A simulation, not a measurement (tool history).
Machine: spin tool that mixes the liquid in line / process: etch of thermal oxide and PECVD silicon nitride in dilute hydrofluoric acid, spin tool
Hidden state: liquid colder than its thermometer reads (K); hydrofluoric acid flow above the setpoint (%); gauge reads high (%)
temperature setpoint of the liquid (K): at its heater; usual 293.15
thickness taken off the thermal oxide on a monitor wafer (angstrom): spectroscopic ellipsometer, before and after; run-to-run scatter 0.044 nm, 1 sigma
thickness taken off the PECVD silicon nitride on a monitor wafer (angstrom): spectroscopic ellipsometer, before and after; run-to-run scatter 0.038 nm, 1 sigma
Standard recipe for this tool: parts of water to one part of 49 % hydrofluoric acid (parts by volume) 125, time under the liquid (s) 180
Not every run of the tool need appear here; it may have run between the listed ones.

| run | hour | temperature setpoint of the liquid (K) | parts of water to one part of 49 % hydrofluoric acid (parts by volume) | time under the liquid (s) | wafers since the last listed run | hours since the thermometer was replaced | hours since the hydrofluoric acid flow meter was replaced | hours since the gauge calibration | read-back film thickness of the thermal oxide reference wafer, read on the same gauge (nm) | read-back film thickness of the PECVD silicon nitride reference wafer, read on the same gauge (nm) | thickness taken off the thermal oxide on a monitor wafer (angstrom) | thickness taken off the PECVD silicon nitride on a monitor wafer (angstrom) |
|---|---|---|---|---|---|---|---|---|---|---|---|---|
| 1 | 0 | 293.15 | 125 | 180 | 0 | 1503.9 | 1083.1 | 118.4 | 50 | 80.021 | 63.6 | 30.37 |
| 2 | 17.6 | 293.15 | 125 | 140 | 107 | 1521.5 | 1100.7 | 136 | 50.04 | 79.999 | 49.5 | 23.33 |
| 3 | 31.1 | 293.15 | 145 | 180 | 82 | 1535 | 1114.2 | 149.5 | 50 | 80.001 | 53.7 | 26.49 |
| 4 | 46.6 | 293.15 | 90 | 180 | 94 | 1550.5 | 1129.7 | 165 | 49.99 | 80.022 | 90.4 | 41.04 |
| 5 | 59.6 | 293.15 | 125 | 135 | 79 | 1563.5 | 1142.7 | 178 | 49.99 | 80.008 | 47.8 | 23 |
| 6 | 73.6 | 293.15 | 125 | 180 | 85 | 1577.5 | 1156.7 | 192 | 49.99 | 80.004 | 63.9 | 29.8 |
| 7 | 83.2 | 293.15 | 125 | 180 | 58 | 1587.1 | 1166.3 | 201.6 | 50 | 79.963 | 64.3 | 30.51 |
| 8 | 100.7 | 293.15 | 125 | 180 | 107 | 1604.6 | 1183.8 | 219.1 | 50 | 80.018 | 64.3 | 31.03 |
| 9 | 112.7 | 293.15 | 125 | 180 | 73 | 1616.6 | 1195.8 | 231.1 | 49.99 | 80.004 | 65 | 30.63 |
| 10 | 129.1 | 293.15 | 125 | 180 | 100 | 1633 | 1212.2 | 247.5 | 49.98 | 79.969 | 64.4 | 31.25 |
| 11 | 136.9 | 293.15 | 125 | 160 | 47 | 1640.8 | 1220 | 255.3 | 50.01 | 80.016 | 57.1 | 26.92 |
| 12 | 153.4 | 297.65 | 70 | 90 | 100 | 1657.3 | 1236.5 | 271.8 | 49.99 | 80.008 | 72.4 | 37.37 |
| 13 | 189.2 | 290.65 | 145 | 235 | 218 | 1693.1 | 1272.3 | 307.6 | 50.04 | 80.034 | 64.4 | 29.08 |
| 14 | 201.3 | 296.15 | 125 | 180 | 74 | 1705.2 | 1284.4 | 319.7 | 50 | 79.991 | 73.4 | 37.34 |
|  | 209.3 | thermometer replaced |
| 15 | 217.1 | 290.15 | 170 | 125 | 90 | 7.8 | 1300.2 | 335.5 | 50.02 | 80.035 | 28.1 | 13.08 |
|  | 219.1 | gauge calibrated |
|  | 233.4 | hydrofluoric acid flow meter replaced |
| 16 | 263.4 | 293.15 | 125 | 180 | 277 | 54.1 | 30 | 44.3 | 50 | 80.004 | 55.9 | 27.01 |
| 17 | 279.7 | 293.15 | 145 | 250 | 99 | 70.4 | 46.3 | 60.6 | 49.98 | 80.039 | 67 | 32.67 |
| 18 | 292.8 | 293.15 | 65 | 180 | 80 | 83.5 | 59.4 | 73.7 | 49.96 | 80.018 | 115.7 | 51.66 |
| 19 | 304.5 | 293.15 | 125 | 180 | 71 | 95.2 | 71.1 | 85.4 | 50.01 | 80.008 | 56.5 | 27.7 |
| 20 | 311.8 | 293.15 | 125 | 180 | 44 | 102.5 | 78.4 | 92.7 | 50.01 | 80.001 | 56.6 | 27.51 |

What does the tool deliver on the next run?
| 21 | 323.6 | 295.65 | 145 | 110 | 72 | 114.3 | 90.2 | 104.5 | ? | ? | ? | ? |

Logged for run 21: read-back film thickness of the thermal oxide reference wafer, read on the same gauge (nm) 50.02, read-back film thickness of the PECVD silicon nitride reference wafer, read on the same gauge (nm) 80.016, thickness taken off the thermal oxide on a monitor wafer (angstrom) 32.5, thickness taken off the PECVD silicon nitride on a monitor wafer (angstrom) 17.18.
With no hidden state in the tool, this same run would have given thickness taken off the thermal oxide on a monitor wafer (angstrom) 31.9, thickness taken off the PECVD silicon nitride on a monitor wafer (angstrom) 16.92.

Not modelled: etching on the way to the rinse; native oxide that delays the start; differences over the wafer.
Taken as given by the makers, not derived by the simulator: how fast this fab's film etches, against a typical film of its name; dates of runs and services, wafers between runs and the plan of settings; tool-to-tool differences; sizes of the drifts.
